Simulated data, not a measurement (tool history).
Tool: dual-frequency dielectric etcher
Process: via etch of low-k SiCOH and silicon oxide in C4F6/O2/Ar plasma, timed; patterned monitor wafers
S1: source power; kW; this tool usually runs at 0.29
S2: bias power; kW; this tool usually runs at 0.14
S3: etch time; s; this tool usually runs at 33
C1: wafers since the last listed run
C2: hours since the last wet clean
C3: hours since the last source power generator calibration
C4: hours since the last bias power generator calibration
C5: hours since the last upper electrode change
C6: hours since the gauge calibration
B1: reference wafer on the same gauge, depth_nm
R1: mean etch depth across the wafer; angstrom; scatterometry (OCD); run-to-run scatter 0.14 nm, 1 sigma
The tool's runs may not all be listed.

run 1 hour=0 | S1=0.29 S2=0.14 S3=29.5 | C1=0 C2=381.5 C3=4022 C4=1941.8 C5=2017.9 C6=601.2 | B1=60 | R1=617
-- hour=28.5 gauge calibrated
-- hour=60.9 wet clean of the chamber
run 2 hour=61.4 | S1=0.29 S2=0.14 S3=29.5 | C1=437 C2=0.5 C3=4083.4 C4=2003.2 C5=2079.3 C6=32.9 | B1=60 | R1=610
run 3 hour=107.8 | S1=0.29 S2=0.14 S3=29.5 | C1=543 C2=46.9 C3=4129.8 C4=2049.6 C5=2125.7 C6=79.3 | B1=60 | R1=615
run 4 hour=153.6 | S1=0.34 S2=0.14 S3=38 | C1=536 C2=92.7 C3=4175.6 C4=2095.4 C5=2171.5 C6=125.1 | B1=60 | R1=857
run 5 hour=192.2 | S1=0.34 S2=0.14 S3=38 | C1=451 C2=131.3 C3=4214.2 C4=2134 C5=2210.1 C6=163.7 | B1=60 | R1=854
-- hour=224.1 upper electrode replaced
run 6 hour=242.7 | S1=0.34 S2=0.14 S3=38 | C1=310 C2=181.8 C3=4264.7 C4=2184.5 C5=18.6 C6=214.2 | B1=60 | R1=857
-- hour=260.1 source power generator calibrated
run 7 hour=306.7 | S1=0.29 S2=0.14 S3=25 | C1=702 C2=245.8 C3=46.6 C4=2248.5 C5=82.6 C6=278.2 | B1=60 | R1=521
run 8 hour=346.3 | S1=0.29 S2=0.14 S3=25 | C1=463 C2=285.4 C3=86.2 C4=2288.1 C5=122.2 C6=317.8 | B1=60 | R1=522
run 9 hour=382.1 | S1=0.24 S2=0.14 S3=33 | C1=418 C2=321.2 C3=122 C4=2323.9 C5=158 C6=353.6 | B1=60 | R1=623
run 10 hour=437.5 | S1=0.29 S2=0.14 S3=33 | C1=648 C2=376.6 C3=177.4 C4=2379.3 C5=213.4 C6=409 | B1=60 | R1=689
-- hour=462.1 bias power generator calibrated
-- hour=465.3 wet clean of the chamber
run 11 hour=468.8 | S1=0.34 S2=0.167 S3=41 | C1=282 C2=3.5 C3=208.7 C4=6.7 C5=244.7 C6=440.3 | B1=60 | R1=967
run 12 hour=527.4 | S1=0.23 S2=0.11 S3=29.5 | C1=685 C2=62.1 C3=267.3 C4=65.3 C5=303.3 C6=498.9 | B1=60 | R1=502
-- hour=570.3 gauge calibrated
run 13 hour=586.5 | S1=0.35 S2=0.13 S3=37 | C1=691 C2=121.2 C3=326.4 C4=124.4 C5=362.4 C6=16.2 | B1=60 | R1=827
run 14 hour=657.2 | S1=0.25 S2=0.151 S3=37.5 | C1=827 C2=191.9 C3=397.1 C4=195.1 C5=433.1 C6=86.9 | B1=60 | R1=739
run 15 hour=707.3 | S1=0.25 S2=0.14 S3=25 | C1=586 C2=242 C3=447.2 C4=245.2 C5=483.2 C6=137 | B1=59.9 | R1=482
run 16 hour=732.5 | S1=0.24 S2=0.14 S3=33 | C1=294 C2=267.2 C3=472.4 C4=270.4 C5=508.4 C6=162.2 | B1=60 | R1=620

Had the tool no unlogged condition, and each run kept its random variation, what would the results have been?
What the log doesn't record here: etch rate over this chamber's usual, %; source power that arrives over what is set, %; bias power that arrives over what is set, %; gauge reads high (%).
run=1 R1=611
run=2 R1=610
run=3 R1=614
run=4 R1=854
run=5 R1=850
run=6 R1=852
run=7 R1=517
run=8 R1=517
run=9 R1=617
run=10 R1=682
run=11 R1=967
run=12 R1=501
run=13 R1=824
run=14 R1=736
run=15 R1=479
run=16 R1=616
